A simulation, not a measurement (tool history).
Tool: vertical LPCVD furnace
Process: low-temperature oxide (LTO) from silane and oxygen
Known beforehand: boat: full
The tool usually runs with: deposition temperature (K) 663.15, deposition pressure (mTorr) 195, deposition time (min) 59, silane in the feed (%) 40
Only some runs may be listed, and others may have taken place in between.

run     day  deposition temperature (K)  deposition pressure (mTorr)  deposition time (min)  silane in the feed (%)  wafers since the last listed run  hours since the last temperature calibration  hours since the pressure gauge was zeroed  hours since the silane flow controller was replaced  hours since the gauge calibration  read-back reference wafer on the same gauge, thickness  film thickness on the monitor wafer in the middle of the boat (nm)
  1       0                      663.15                          195                     59                      40                                 0                                        3590.7                                     2396.4                                               6204.9                             1701.5                                                  414.82                                                              430.61
  2     1.2                      663.15                          195                     59                      40                               302                                        3619.5                                     2425.2                                               6233.7                             1730.3                                                  415.33                                                              431.35
  3   3.971                      663.15                          195                     59                      40                               699                                          3686                                     2491.7                                               6300.2                             1796.8                                                  415.48                                                              427.91
      5.446  -- silane flow controller replaced
  4   6.158                      663.15                          205                     59                      40                               299                                        3738.5                                     2544.2                                                 17.1                             1849.3                                                  414.71                                                              431.83
  5    9.05                      663.15                          205                     59                      40                               729                                        3807.9                                     2613.6                                                 86.5                             1918.7                                                  414.77                                                              432.19
  6  11.158                      663.15                          195                   51.5                      40                               531                                        3858.5                                     2664.2                                                137.1                             1969.3                                                  415.32                                                              360.55
  7  12.783                      663.15                          180                     59                      40                               409                                        3897.5                                     2703.2                                                176.1                             2008.3                                                  415.35                                                              380.62
  8  15.204                      674.15                          155                   73.5                      47                               610                                        3955.6                                     2761.3                                                234.2                             2066.4                                                  414.84                                                              551.99
      17.65  -- pressure gauge zeroed
  9  17.671                      675.15                          170                     47                      34                               370                                        4014.8                                        0.5                                                293.4                             2125.6                                                  414.95                                                               258.2
 10  19.029                      663.15                          195                   43.5                      46                               342                                        4047.4                                       33.1                                                  326                             2158.2                                                  415.26                                                              347.35
 11  20.229                      663.15                          195                     59                      40                               302                                        4076.2                                       61.9                                                354.8                               2187                                                  415.05                                                              402.15
     21.692  -- gauge calibrated
     22.712  -- thermocouples replaced and temperature profile calibrated
 12  23.225                      663.15                          195                     59                      40                               503                                          12.3                                      133.8                                                426.7                               36.8                                                  415.08                                                              405.12
 13  26.125                      663.15                          195                     59                      40                               731                                          81.9                                      203.4                                                496.3                              106.4                                                  415.14                                                              403.72
 14  28.333                      663.15                          195                   76.5                      33                               557                                         134.9                                      256.4                                                549.3                              159.4                                                  414.97                                                              407.58
 15  29.475                      673.15                          195                     59                      43                               288                                         162.3                                      283.8                                                576.7                              186.8                                                  414.51                                                              489.32
 16  35.117                      669.15                          195                     59                      40                              1423                                         297.7                                      419.2                                                712.1                              322.2                                                   414.8                                                              435.75
 17  37.783                      670.15                          230                     59                      44                               672                                         361.7                                      483.2                                                776.1                              386.2                                                  415.14                                                              577.57
 18  40.246                      663.15                          150                     59                      40                               621                                         420.8                                      542.3                                                835.2                              445.3                                                  415.11                                                              316.11
 19  41.617                      660.15                          195                     59                      44                               345                                         453.7                                      575.2                                                868.1                              478.2                                                  414.82                                                               438.1
 20  42.717                      670.15                          220                     59                      40                               277                                         480.1                                      601.6                                                894.5                              504.6                                                  414.96                                                              497.97
 21  44.704                      663.15                          195                     59                      47                               501                                         527.8                                      649.3                                                942.2                              552.3                                                  414.51                                                              486.92
 22  47.246                      663.15                          195                     59                      40                               641                                         588.8                                      710.3                                               1003.2                              613.3                                                  415.15                                                              411.62
 23  52.388                      663.15                          195                     72                      40                              1297                                         712.2                                      833.7                                               1126.6                              736.7                                                  415.18                                                              507.37
 24  54.975                      670.15                          195                     59                      40                               652                                         774.3                                      895.8                                               1188.7                              798.8                                                  415.16                                                              446.05
 25  56.421                      658.15                          195                   44.5                      40                               364                                           809                                      930.5                                               1223.4                              833.5                                                  415.08                                                              294.47
 26  58.321                      666.15                          240                   75.5                      33                               479                                         854.6                                      976.1                                                 1269                              879.1                                                  415.26                                                              520.42
 27   60.05                      663.15                          175                     59                      40                               436                                         896.1                                     1017.6                                               1310.5                              920.6                                                   414.9                                                               370.3
 28  62.604                      663.15                          195                     74                      36                               644                                         957.4                                     1078.9                                               1371.8                              981.9                                                  415.11                                                               453.1
 29  65.454                      663.15                          180                     50                      47                               718                                        1025.8                                     1147.3                                               1440.2                             1050.3                                                  414.99                                                              386.13
 30  67.862                      663.15                          195                     36                      45                               607                                        1083.6                                     1205.1                                                 1498                             1108.1                                                  415.37                                                               291.9

Predict each of these 5 candidate next runs independently; none follows another, all start after run 30:
  A  68.067                      663.15                          195                     59                      40                                51                                        1088.5                                       1210                                               1502.9                               1113                                                       ?                                                                   ?
  B  68.067                      652.15                          155                     59                      40                                51                                        1088.5                                       1210                                               1502.9                               1113                                                       ?                                                                   ?
  C  68.067                      653.15                          210                     36                      34                                51                                        1088.5                                       1210                                               1502.9                               1113                                                       ?                                                                   ?
  D  68.067                      656.15                          195                     59                      36                                51                                        1088.5                                       1210                                               1502.9                               1113                                                       ?                                                                   ?
  E  68.067                      675.15                          230                     51                      35                                51                                        1088.5                                       1210                                               1502.9                               1113                                                       ?                                                                   ?

run  read-back reference wafer on the same gauge, thickness  film thickness on the monitor wafer in the middle of the boat (nm)
  A                                                   414.9                                                              413.54
  B                                                   414.9                                                              290.84
  C                                                   414.9                                                              194.47
  D                                                   414.9                                                               332.8
  E                                                   414.9                                                              406.92
What these runs would have given with no unlogged condition in the tool:
run  film thickness on the monitor wafer in the middle of the boat (nm)
  A                                                              398.91
  B                                                              278.69
  C                                                              187.34
  D                                                              320.35
  E                                                              393.21
